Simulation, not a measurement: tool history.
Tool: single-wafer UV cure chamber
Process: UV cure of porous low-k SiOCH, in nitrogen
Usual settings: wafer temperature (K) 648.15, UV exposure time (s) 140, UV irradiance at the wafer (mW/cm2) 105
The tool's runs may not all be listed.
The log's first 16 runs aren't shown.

| run | day | wafer temperature (K) | UV exposure time (s) | UV irradiance at the wafer (mW/cm2) | wafers since the last listed run | hours since the UV bulbs were replaced | wafers since the quartz window was cleaned | loss of film thickness in the cure (%) |
|---|---|---|---|---|---|---|---|---|
|  | 33.725 | UV bulbs replaced |
| 17 | 33.746 | 648.15 | 190 | 105 | 470 | 0.5 | 1175 | 12.286 |
| 18 | 35.321 | 648.15 | 190 | 105 | 280 | 38.3 | 1455 | 12.436 |
| 19 | 37.592 | 648.15 | 190 | 105 | 403 | 92.8 | 1859 | 11.994 |
| 20 | 39.504 | 648.15 | 140 | 119 | 340 | 138.7 | 2199 | 11.229 |
|  | 40.208 | quartz window cleaned |
| 21 | 40.512 | 638.15 | 140 | 143 | 120 | 162.9 | 53 | 12.731 |
| 22 | 42.267 | 632.15 | 140 | 83 | 312 | 205.0 | 365 | 9.869 |
| 23 | 45.162 | 660.15 | 205 | 134 | 515 | 274.5 | 880 | 14.642 |
| 24 | 47.579 | 648.15 | 185 | 71 | 429 | 332.5 | 1310 | 9.947 |
| 25 | 50.071 | 661.15 | 195 | 105 | 443 | 392.3 | 1754 | 12.425 |
| 26 | 52.558 | 667.15 | 215 | 88 | 442 | 452.0 | 2196 | 11.963 |
| 27 | 54.667 | 648.15 | 180 | 105 | 375 | 502.6 | 2571 | 11.561 |
|  | 56.204 | quartz window cleaned |
| 28 | 56.883 | 666.15 | 140 | 105 | 334 | 555.8 | 120 | 11.363 |
| 29 | 58.017 | 666.15 | 140 | 105 | 201 | 583.0 | 322 | 11.386 |
| 30 | 60.404 | 648.15 | 140 | 79 | 424 | 640.3 | 746 | 9.161 |
| 31 | 62.512 | 637.15 | 140 | 70 | 375 | 690.9 | 1121 | 8.307 |
| 32 | 63.829 | 661.15 | 55 | 127 | 234 | 722.5 | 1356 | 7.044 |
| 33 | 66.625 | 664.15 | 190 | 87 | 497 | 789.6 | 1853 | 10.747 |
| 34 | 69.604 | 638.15 | 140 | 68 | 529 | 861.1 | 2383 | 7.639 |
|  | 70.712 | quartz window cleaned |
| 35 | 70.800 | 629.15 | 90 | 77 | 153 | 889.8 | 15 | 7.116 |
| 36 | 73.358 | 648.15 | 140 | 105 | 455 | 951.2 | 470 | 10.709 |
| 37 | 74.604 | 628.15 | 95 | 105 | 221 | 981.1 | 692 | 8.154 |
| 38 | 76.058 | 639.15 | 140 | 105 | 258 | 1016.0 | 950 | 10.191 |

4 ways to go on from here, each from the tool as it stands after run 38. What would each give?
| A | 76.079 | 648.15 | 140 | 105 | 3 | 1016.5 | 954 | ? |
| B | 76.079 | 668.15 | 95 | 116 | 3 | 1016.5 | 954 | ? |
| C | 76.079 | 629.15 | 140 | 135 | 3 | 1016.5 | 954 | ? |
| D | 76.079 | 653.15 | 80 | 124 | 3 | 1016.5 | 954 | ? |

| run | loss of film thickness in the cure (%) |
|---|---|
| A | 10.382 |
| B | 9.366 |
| C | 11.224 |
| D | 8.573 |
Without the tool's hidden state the same runs would have given:
| run | loss of film thickness in the cure (%) |
|---|---|
| A | 11.845 |
| B | 10.809 |
| C | 12.706 |
| D | 9.997 |

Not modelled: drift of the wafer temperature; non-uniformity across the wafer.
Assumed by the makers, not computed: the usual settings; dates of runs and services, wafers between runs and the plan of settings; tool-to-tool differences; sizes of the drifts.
